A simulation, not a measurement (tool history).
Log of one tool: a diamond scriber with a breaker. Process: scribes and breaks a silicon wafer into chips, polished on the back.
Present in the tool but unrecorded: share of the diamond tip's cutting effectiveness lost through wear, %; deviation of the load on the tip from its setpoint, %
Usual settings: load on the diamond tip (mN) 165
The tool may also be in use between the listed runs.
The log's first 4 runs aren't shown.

| run | hour | load on the diamond tip (mN) | wafers since the last listed run | hours since the diamond tip was replaced | hours since the load on the tip was calibrated | incoming depth of the damage left on the back of the incoming wafer, um | depth of the median crack under the scribed line (um) | chips rejected at inspection after the break (%) |
|---|---|---|---|---|---|---|---|---|
| 5 | 322.8 | 148 | 289 | 606.3 | 696.7 | 0.03 | 11.55 | 5.67 |
|  | 354.0 | diamond tip replaced by a new one |
| 6 | 378.8 | 148 | 193 | 24.8 | 752.7 | 0.03 | 12.43 | 2.34 |
| 7 | 442.6 | 181 | 228 | 88.6 | 816.5 | 0.03 | 13.71 | 1.88 |
| 8 | 492.8 | 181 | 179 | 138.8 | 866.7 | 0.04 | 13.99 | 1.90 |
| 9 | 540.2 | 139 | 169 | 186.2 | 914.1 | 0.03 | 11.62 | 5.03 |
| 10 | 632.5 | 139 | 330 | 278.5 | 1006.4 | 0.03 | 11.74 | 4.93 |
| 11 | 717.4 | 139 | 303 | 363.4 | 1091.3 | 0.03 | 11.58 | 5.72 |
|  | 781.8 | load on the tip recalibrated |
| 12 | 815.3 | 150 | 343 | 461.3 | 33.5 | 0.02 | 11.96 | 3.31 |
| 13 | 899.5 | 150 | 301 | 545.5 | 117.7 | 0.02 | 11.76 | 4.26 |
| 14 | 985.8 | 150 | 308 | 631.8 | 204.0 | 0.02 | 11.40 | 4.65 |
|  | 1048.3 | diamond tip replaced by a new one |
| 15 | 1058.4 | 165 | 252 | 10.1 | 276.6 | 0.03 | 13.22 | 1.51 |
| 16 | 1153.8 | 154 | 341 | 105.5 | 372.0 | 0.05 | 12.54 | 1.85 |
| 17 | 1249.1 | 165 | 340 | 200.8 | 467.3 | 0.02 | 13.22 | 1.55 |
| 18 | 1333.8 | 165 | 302 | 285.5 | 552.0 | 0.05 | 12.81 | 1.56 |
| 19 | 1434.9 | 165 | 361 | 386.6 | 653.1 | 0.03 | 12.80 | 1.61 |
| 20 | 1502.5 | 165 | 241 | 454.2 | 720.7 | 0.02 | 12.80 | 1.88 |
| 21 | 1542.0 | 165 | 141 | 493.7 | 760.2 | 0.02 | 12.87 | 1.66 |
| 22 | 1674.0 | 179 | 472 | 625.7 | 892.2 | 0.03 | 13.14 | 1.59 |
|  | 1716.6 | load on the tip recalibrated |
| 23 | 1779.6 | 196 | 370 | 731.3 | 63.0 | 0.02 | 13.27 | 1.79 |
|  | 1793.1 | diamond tip replaced by a new one |
| 24 | 1857.4 | 185 | 271 | 64.3 | 140.8 | 0.01 | 14.29 | 2.63 |
| 25 | 1945.1 | 134 | 313 | 152.0 | 228.5 | 0.04 | 11.38 | 6.23 |
| 26 | 1991.0 | 165 | 164 | 197.9 | 274.4 | 0.03 | 13.03 | 1.82 |
| 27 | 2067.7 | 148 | 274 | 274.6 | 351.1 | 0.03 | 12.18 | 2.52 |

Run 28, settings as shown, results not yet in. Your forecast:
| 28 | 2116.3 | 209 | 173 | 323.2 | 399.7 | 0.04 | ? | ? |

Run 28 produced depth of the median crack under the scribed line (um) 15.18, chips rejected at inspection after the break (%) 5.48.
Minus the tool's unlogged condition, the same run would have read depth of the median crack under the scribed line (um) 15.44, chips rejected at inspection after the break (%) 6.49.

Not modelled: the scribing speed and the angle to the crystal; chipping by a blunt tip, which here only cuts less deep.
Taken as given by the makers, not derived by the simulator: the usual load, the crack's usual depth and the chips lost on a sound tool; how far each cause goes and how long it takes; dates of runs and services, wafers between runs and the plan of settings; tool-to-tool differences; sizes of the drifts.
